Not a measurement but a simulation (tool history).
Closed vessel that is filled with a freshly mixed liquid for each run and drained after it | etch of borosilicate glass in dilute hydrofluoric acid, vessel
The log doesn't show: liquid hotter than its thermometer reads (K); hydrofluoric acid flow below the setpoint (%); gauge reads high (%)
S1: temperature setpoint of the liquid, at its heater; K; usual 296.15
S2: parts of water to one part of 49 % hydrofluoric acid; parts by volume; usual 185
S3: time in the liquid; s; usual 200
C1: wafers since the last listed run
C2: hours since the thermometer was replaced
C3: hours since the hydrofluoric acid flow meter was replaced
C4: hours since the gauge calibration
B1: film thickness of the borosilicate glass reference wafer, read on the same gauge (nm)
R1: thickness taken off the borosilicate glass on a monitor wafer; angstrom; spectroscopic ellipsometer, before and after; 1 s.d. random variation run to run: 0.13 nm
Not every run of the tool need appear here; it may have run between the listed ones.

run	day	S1	S2	S3	C1	C2	C3	C4	B1	R1
1	0	296.15	185	200	0	2502.2	177.1	199.7	130.02	255.3
2	0.738	296.15	185	200	1213	2519.9	194.8	217.4	129.99	251.4
3	1.275	296.15	185	200	884	2532.8	207.7	230.3	130	254.9
4	1.938	296.15	185	200	1089	2548.7	223.6	246.2	130.02	250.6
5	2.271	296.15	185	200	548	2556.7	231.6	254.2	129.99	253.3
6	2.6	296.15	185	200	541	2564.6	239.5	262.1	130.01	254.5
7	3.329	296.15	185	200	1199	2582.1	257	279.6	130.01	254.4
8	3.858	296.15	185	200	870	2594.8	269.7	292.3	130	248.5
9	4.208	296.15	185	155	575	2603.2	278.1	300.7	129.98	194.6
10	4.504	293.15	135	240	486	2610.3	285.2	307.8	130	393.4
# day 4.688: thermometer replaced
11	6	296.15	185	200	2392	31.5	321.1	343.7	130.01	226.9
12	8.15	293.65	185	200	3536	83.1	372.7	395.3	130	206.3
13	8.692	298.15	160	135	891	96.1	385.7	408.3	130.02	195.8
14	9.054	296.15	185	200	596	104.8	394.4	417	129.99	226
15	9.338	296.15	185	200	466	111.6	401.2	423.8	129.99	226.1
16	9.679	291.15	245	100	562	119.8	409.4	432	130	66.1
17	9.933	296.15	185	200	418	125.9	415.5	438.1	129.99	225.2
18	10.617	296.15	235	200	1124	142.3	431.9	454.5	130.01	167.6
19	11.225	296.15	185	200	1000	156.9	446.5	469.1	129.97	223.8
# day 11.612: hydrofluoric acid flow meter replaced
20	11.838	296.15	140	165	938	171.6	5.4	483.8	129.96	271.2
# day 11.858: gauge calibrated
21	12.167	296.15	185	200	541	179.5	13.3	7.4	130.01	236.8
22	12.833	294.65	160	120	1096	195.5	29.3	23.4	130.03	158.1
23	13.238	292.65	245	250	664	205.2	39	33.1	129.98	185.2
24	13.729	300.15	215	250	808	217	50.8	44.9	130.01	284
25	15.45	296.15	185	200	2830	258.3	92.1	86.2	130	233.7
26	15.796	296.15	210	200	568	266.6	100.4	94.5	130.01	202.6
27	16.246	296.15	185	200	740	277.4	111.2	105.3	130.02	233.3
28	16.621	296.15	185	310	616	286.4	120.2	114.3	129.96	363.6
29	17	291.65	260	135	623	295.5	129.3	123.4	129.98	88.1
30	17.6	291.15	245	100	986	309.9	143.7	137.8	129.99	68.9
31	18.242	294.65	215	300	1055	325.3	159.1	153.2	129.98	275.5
32	18.675	300.65	185	200	712	335.7	169.5	163.6	129.97	273.8
33	20.117	296.15	185	145	2371	370.3	204.1	198.2	130.01	168.8

Measured less the same run without the tool's hidden state. The same run-to-run variation is in both; the gauge's scatter may not be:
run	R1
1	+18.3
2	+17.6
3	+17.6
4	+16.9
5	+16.9
6	+16.8
7	+16.4
8	+15.7
9	+12.1
10	+27.6
11	-9
12	-9.2
13	-9
14	-10.7
15	-10.9
16	-3.3
17	-11.2
18	-9.1
19	-11.9
20	+1.9
21	+1.4
22	+0.7
23	+0.5
24	+0.2
25	-0.4
26	-0.7
27	-0.9
28	-1.8
29	-0.5
30	-0.5
31	-2.5
32	-3.1
33	-2.2
